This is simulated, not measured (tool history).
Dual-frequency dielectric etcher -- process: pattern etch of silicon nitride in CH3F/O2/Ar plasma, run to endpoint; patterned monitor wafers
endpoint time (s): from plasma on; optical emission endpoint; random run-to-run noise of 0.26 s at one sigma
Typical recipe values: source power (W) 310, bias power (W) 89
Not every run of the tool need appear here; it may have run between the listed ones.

run	day	source power (W)	bias power (W)	wafers since the last listed run	hours since the last wet clean	hours since the last source power generator calibration	hours since the last bias power generator calibration	hours since the last upper electrode change	incoming incoming film thickness, nm	endpoint time (s)
1	0	310	89	0	271	3057.7	3369.4	4584.2	39.89	50
2	0.688	310	89	215	287.5	3074.2	3385.9	4600.7	40.23	50.2
3	1.271	310	89	183	301.5	3088.2	3399.9	4614.7	39.74	50
4	1.7	310	89	134	311.8	3098.5	3410.2	4625	40.33	50.3
5	2.175	310	89	149	323.2	3109.9	3421.6	4636.4	39.38	48.6
6	2.688	310	89	160	335.5	3122.2	3433.9	4648.7	39.95	49.7
7	3.179	310	89	154	347.3	3134	3445.7	4660.5	39.89	49.3
8	3.825	340	101	202	362.8	3149.5	3461.2	4676	40	45.1
9	4.45	340	101	196	377.8	3164.5	3476.2	4691	39.8	44.9
10	4.821	290	89	116	386.7	3173.4	3485.1	4699.9	40.37	51
11	5.5	290	89	213	403	3189.7	3501.4	4716.2	40.17	51.2
12	5.954	290	89	142	413.9	3200.6	3512.3	4727.1	40.28	51.1
# day 7.004: upper electrode replaced
# day 7.121: wet clean of the chamber
13	7.142	310	89	22	0.5	3229.1	3540.8	3.3	39.98	51.4
14	7.154	280	69	3	0.8	3229.4	3541.1	3.6	40.18	61.3
15	7.238	230	80	26	2.8	3231.4	3543.1	5.6	40.13	60.3

Run 16 has not been measured yet. What should we expect?
16	7.962	290	89	227	20.2	3248.8	3560.5	23	39.49	?

Run 16 measured endpoint time (s) 51.3.
Take away the tool's hidden state, keep the run-to-run variation as it was, and the same run would have given endpoint time (s) 52.1.
